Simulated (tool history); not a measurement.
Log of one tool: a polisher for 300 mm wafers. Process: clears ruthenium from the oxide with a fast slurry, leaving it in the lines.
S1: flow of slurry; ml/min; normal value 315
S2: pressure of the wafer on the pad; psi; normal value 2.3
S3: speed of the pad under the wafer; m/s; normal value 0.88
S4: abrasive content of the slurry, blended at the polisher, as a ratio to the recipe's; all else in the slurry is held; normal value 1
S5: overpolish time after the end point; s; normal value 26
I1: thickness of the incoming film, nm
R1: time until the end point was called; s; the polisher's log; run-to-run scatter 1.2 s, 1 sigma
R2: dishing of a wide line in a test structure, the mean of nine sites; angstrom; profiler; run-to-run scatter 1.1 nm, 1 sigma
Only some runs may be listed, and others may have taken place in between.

| run | hour | S1 | S2 | S3 | S4 | S5 | I1 | R1 | R2 |
|---|---|---|---|---|---|---|---|---|---|
| 1 | 0 | 315 | 2.3 | 0.66 | 1 | 26 | 232.6 | 94 | 432 |
| 2 | 37.3 | 315 | 2.3 | 0.74 | 1 | 26 | 231.2 | 85.9 | 489 |
| 3 | 125.1 | 270 | 2.5 | 0.72 | 1 | 22 | 229 | 81.9 | 428 |
| 4 | 217.6 | 315 | 2.3 | 0.88 | 1 | 13 | 227.1 | 76.5 | 312 |
| 5 | 410.8 | 400 | 2.3 | 0.88 | 1 | 26 | 229.6 | 76.2 | 532 |
| 6 | 504.6 | 260 | 2.3 | 0.88 | 1 | 26 | 225.6 | 78.9 | 506 |
| 7 | 574.7 | 315 | 2.3 | 0.88 | 1.3 | 14 | 226.3 | 65.5 | 359 |
| 8 | 662.6 | 215 | 2.3 | 1.12 | 1 | 18 | 233.9 | 67.1 | 446 |
| 9 | 722.6 | 235 | 2.7 | 0.88 | 1 | 35 | 230 | 67.2 | 671 |
| 10 | 803.6 | 315 | 2.3 | 0.62 | 1 | 26 | 230.2 | 95.9 | 435 |
| 11 | 846.5 | 380 | 1.6 | 0.76 | 1.25 | 26 | 229.8 | 102.9 | 402 |
| 12 | 907.7 | 280 | 3 | 0.88 | 0.75 | 34 | 229.1 | 73 | 625 |
| 13 | 958.1 | 315 | 2.3 | 0.88 | 1 | 26 | 229.4 | 74.7 | 525 |
| 14 | 1061.6 | 315 | 2.5 | 0.88 | 1 | 26 | 227.4 | 69 | 559 |
| 15 | 1158.5 | 315 | 1.7 | 0.88 | 1 | 26 | 230.2 | 101.7 | 423 |
| 16 | 1207.3 | 385 | 2.3 | 0.88 | 1 | 39 | 228 | 74.3 | 665 |
| 17 | 1269.5 | 350 | 1.5 | 0.88 | 1 | 26 | 227.8 | 115.2 | 366 |
| 18 | 1331.6 | 315 | 2.3 | 0.88 | 1 | 26 | 230.8 | 76.4 | 508 |
| 19 | 1617.5 | 315 | 2.3 | 0.88 | 1 | 26 | 230.8 | 76.6 | 490 |
| 20 | 1707.1 | 315 | 2.3 | 0.88 | 1 | 26 | 232.1 | 76.7 | 530 |
| 21 | 1807.6 | 315 | 2.3 | 0.88 | 1 | 13 | 231.8 | 75.9 | 308 |
| 22 | 1885.3 | 315 | 2.8 | 0.88 | 1.25 | 18 | 231.9 | 56.1 | 490 |
| 23 | 1933.7 | 315 | 2.3 | 0.88 | 1 | 26 | 231 | 78.9 | 508 |
| 24 | 2015 | 315 | 2.3 | 0.88 | 0.7 | 16 | 232 | 101.4 | 286 |
| 25 | 2100.9 | 385 | 2.3 | 0.88 | 1 | 26 | 230.7 | 75.3 | 525 |
| 26 | 2187.6 | 315 | 1.6 | 1.16 | 0.9 | 20 | 225.8 | 93.3 | 355 |
| 27 | 2270.6 | 315 | 1.9 | 0.88 | 1 | 26 | 229.5 | 91 | 470 |

Between the runs listed above, the log contained 11 entries, not reproduced here. Where in the sequence does each belong, and how does what the log doesn't record of the tool's condition differ from the listed run before to the listed run after?
Runs 4 to 5: slurry blender recalibrated (hour 253.1)
  no difference in the tool's unlogged condition between these two runs
Runs 5 to 6: worn pad replaced by a new one (hour 419.2); head pressure recalibrated (hour 430.4)
  no difference in the tool's unlogged condition between these two runs
Runs 10 to 11: slurry nozzle cleaned (hour 822)
  no difference in the tool's unlogged condition between these two runs
Runs 14 to 15: slurry blender recalibrated (hour 1117.6)
  no difference in the tool's unlogged condition between these two runs
Runs 16 to 17: worn pad replaced by a new one (hour 1246.5)
  no difference in the tool's unlogged condition between these two runs
Runs 18 to 19: head pressure recalibrated (hour 1401.3)
  no difference in the tool's unlogged condition between these two runs
Runs 21 to 22: slurry nozzle cleaned (hour 1811.2)
  no difference in the tool's unlogged condition between these two runs
Runs 22 to 23: slurry blender recalibrated (hour 1917.2)
  no difference in the tool's unlogged condition between these two runs
Runs 24 to 25: worn pad replaced by a new one (hour 2045.4)
  no difference in the tool's unlogged condition between these two runs
Runs 26 to 27: head pressure recalibrated (hour 2236.9)
  no difference in the tool's unlogged condition between these two runs
